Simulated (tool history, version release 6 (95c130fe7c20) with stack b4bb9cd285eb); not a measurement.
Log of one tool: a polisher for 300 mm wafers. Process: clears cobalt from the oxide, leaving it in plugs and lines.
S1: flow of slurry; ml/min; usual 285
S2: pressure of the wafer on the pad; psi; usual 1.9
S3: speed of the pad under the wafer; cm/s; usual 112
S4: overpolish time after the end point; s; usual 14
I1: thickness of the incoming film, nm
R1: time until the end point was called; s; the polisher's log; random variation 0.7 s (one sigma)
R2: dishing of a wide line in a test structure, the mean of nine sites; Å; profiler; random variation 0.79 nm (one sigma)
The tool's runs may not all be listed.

run   hour   S1   S2   S3  S4     I1    R1   R2
  1      0  285  1.9  112  10    312  50.1  420
  2     18  285  1.9  144  14  306.7  39.9  579
  3   44.8  285  1.9  144  14  305.8  39.5  548
  4   74.9  285  1.9  144  14  310.3  40.5  545
  5  110.2  285  1.9  112   9  312.3  46.8  407
  6  141.7  285  1.9  112  14  316.1  48.2  525
  7  159.2  285  1.9  112  14  311.4  47.7  518
  8  173.9  285  1.9  112  14  307.8    49  512
  9  192.5  285  1.9  112  14  311.6  48.8  513
 10  224.3  285  1.9  112  14  315.5  50.3  498
 11  257.8  285  1.9  112  14  311.3    51  495
 12  270.7  285  1.9   90  14  307.6  62.3  443
 13  289.9  285  1.9  112  14  309.6  50.5  519
 14  310.3  285  2.2  124  14  307.7  36.9  592
 15  323.3  370  1.9   94  20  309.5  53.5  576
 16  348.4  285  1.5  112  19  308.6    59  549
 17  376.9  350  1.5  142  14  310.7  48.2  519
 18  408.4  250  1.9  112  14  307.9  49.7  512
 19  422.7  285  1.2  112  14  311.2  78.4  379
 20    443  285  1.9  112  19  304.9  48.7  591
 21  477.4  285  1.9  122  14    310  45.2  525
 22  509.8  285  1.9  112  14  305.7  50.5  490
 23    530  260  1.9   82  14  309.2    70  398
 24  560.6  285  1.9  112  14  311.5  47.5  523
 25    615  285  1.9  112  14  309.8  51.3  504
 26  635.2  285  2.3   88  14  311.4  57.1  483
 27  657.7  285  2.1   96  14  312.5  56.7  481
 28  673.3  335  1.2  142  11  312.2    65  383
 29  703.6  285  1.4  134  14  306.1  59.4  454
 30  720.2  285  1.5   76  14  304.7  97.7  329
 31  750.6  285  2.5  112  14  303.6  40.3  548
 32  766.7  235  1.9  112   9  304.4  55.1  358
 33  793.6  285  1.9  112  14  303.7  47.3  505
 34  824.1  285  1.9  112  14    310  48.9  524

Not shown: 6 entries that the log had between the listed runs. Between which runs, and how does the tool's hidden state differ before and after?
Between runs 4 and 5: worn pad replaced by a new one (hour 106.3)
  removal rate lost through wear of the pad, %: 10.5 -> 0.572; deviation of the head's pressure from its setpoint, %: 10.8 -> 11
  measured less the result without the state, R1: +0.3 -> -4.9 s; R2: -2 -> +26 Å
Between runs 13 and 14: worn pad replaced by a new one (hour 309.8)
  removal rate lost through wear of the pad, %: 9.16 -> 0.384; deviation of the head's pressure from its setpoint, %: 11.6 -> 11.7
  measured less the result without the state, R1: -0.7 -> -4.1 s; R2: +3 -> +27 Å
Between runs 23 and 24: worn pad replaced by a new one (hour 544)
  removal rate lost through wear of the pad, %: 10.9 -> 2.06; deviation of the head's pressure from its setpoint, %: 12.1 -> 12.2
  measured less the result without the state, R1: +0 -> -4.7 s; R2: +0 -> +26 Å
Between runs 24 and 25: head pressure recalibrated (hour 563.6); slurry nozzle cleaned (hour 592.8)
  removal rate lost through wear of the pad, %: 2.06 -> 4.67; deviation of the head's pressure from its setpoint, %: 12.2 -> 4.96
  measured less the result without the state, R1: -4.7 -> -0.1 s; R2: +26 -> +0 Å
Between runs 32 and 33: worn pad replaced by a new one (hour 793.1)
  removal rate lost through wear of the pad, %: 11.9 -> 0.341; deviation of the head's pressure from its setpoint, %: 8.03 -> 8.46
  measured less the result without the state, R1: +2.7 -> -3.8 s; R2: -12 -> +20 Å
